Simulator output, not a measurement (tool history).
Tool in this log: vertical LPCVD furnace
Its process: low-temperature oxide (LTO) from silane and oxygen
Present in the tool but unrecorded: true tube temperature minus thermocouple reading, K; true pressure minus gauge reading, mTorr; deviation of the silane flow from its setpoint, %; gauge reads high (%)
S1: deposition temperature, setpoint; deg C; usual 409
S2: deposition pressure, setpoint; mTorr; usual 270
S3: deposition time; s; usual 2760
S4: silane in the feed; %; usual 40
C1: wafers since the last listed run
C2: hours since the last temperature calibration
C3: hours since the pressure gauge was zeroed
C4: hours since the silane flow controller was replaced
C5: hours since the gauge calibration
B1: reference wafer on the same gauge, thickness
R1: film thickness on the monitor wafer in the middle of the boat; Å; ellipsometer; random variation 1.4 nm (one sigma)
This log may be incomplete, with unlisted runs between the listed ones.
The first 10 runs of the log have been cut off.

run   hour   S1   S2    S3  S4    C1      C2      C3      C4     C5      B1      R1
 11  184.1  418  270  2760  40   331  4388.1  2722.3  5212.5  733.8  589.27  6683.2
 12  196.6  409  270  2760  40   213  4400.6  2734.8    5225  746.3  588.74  6094.1
 13    227  415  270  2760  42   519    4431  2765.2  5255.4  776.7  589.34  6822.1
     272.9  -- silane flow controller replaced
 14  273.4  415  270  2760  42   382  4477.4  2811.6     0.5  823.1  589.63  6811.2
 15  288.9  415  270  2760  42   264  4492.9  2827.1      16  838.6   589.5  6842.2
 16  309.8  413  210  2760  40   356  4513.8    2848    36.9  859.5  589.65    4909
 17  336.1  409  270  2760  40   449  4540.1  2874.3    63.2  885.8  589.98  6062.8
 18  351.4  409  225  1980  43   261  4555.4  2889.6    78.5  901.1   590.2  3943.7
 19  381.7  409  270  2760  40   517  4585.7  2919.9   108.8  931.4  589.87  6081.5
     397.4  -- gauge calibrated
 20  416.2  400  290  3510  34   589  4620.2  2954.4   143.3   18.8  575.15  5951.3
     452.2  -- pressure gauge zeroed
 21  452.7  416  335  1950  37   213  4656.7     0.5   179.8   55.3   577.1  5119.3
 22  459.5  409  270  2760  40   116  4663.5     7.3   186.6   62.1  577.28  5943.9
     520.4  -- thermocouples replaced and temperature profile calibrated
 23  530.8  399  320  3210  43   807    10.4    78.6   257.9  133.4  580.01  8033.5
 24  548.7  402  215  3450  35   305    28.3    96.5   275.8  151.3  580.72    4650
 25    575  409  225  3450  34   449    54.6   122.8   302.1  177.6  581.28  5098.2
 26  646.2  409  270  2760  40  1216   125.8     194   373.3  248.8  583.25  6008.3
 27  663.4  409  240  2760  40   293     143   211.2   390.5    266  583.48    5369
 28  687.5  409  235  2760  40   411   167.1   235.3   414.6  290.1  583.52  5253.3
 29    718  421  270  2760  40   520   197.6   265.8   445.1  320.6  585.35    6819
 30  737.8  409  270  3330  45   338   217.4   285.6   464.9  340.4  585.11  8292.5

Branching from run 30: 3 alternative next runs. What would each branch give?
  A  741.8  409  270  3090  40  68  221.4  289.6  468.9  344.4   ?   ?
  B  741.8  409  250  2280  40  68  221.4  289.6  468.9  344.4   ?   ?
  C  741.8  405  325  3270  48  68  221.4  289.6  468.9  344.4   ?   ?

run      B1      R1
  A  585.29  6757.9
  B  585.29  4617.1
  C  585.29  9970.6
Take away the tool's hidden state, keep each run's random variation, and the runs would have read:
run      R1
  A  6626.2
  B  4527.1
  C  9776.3
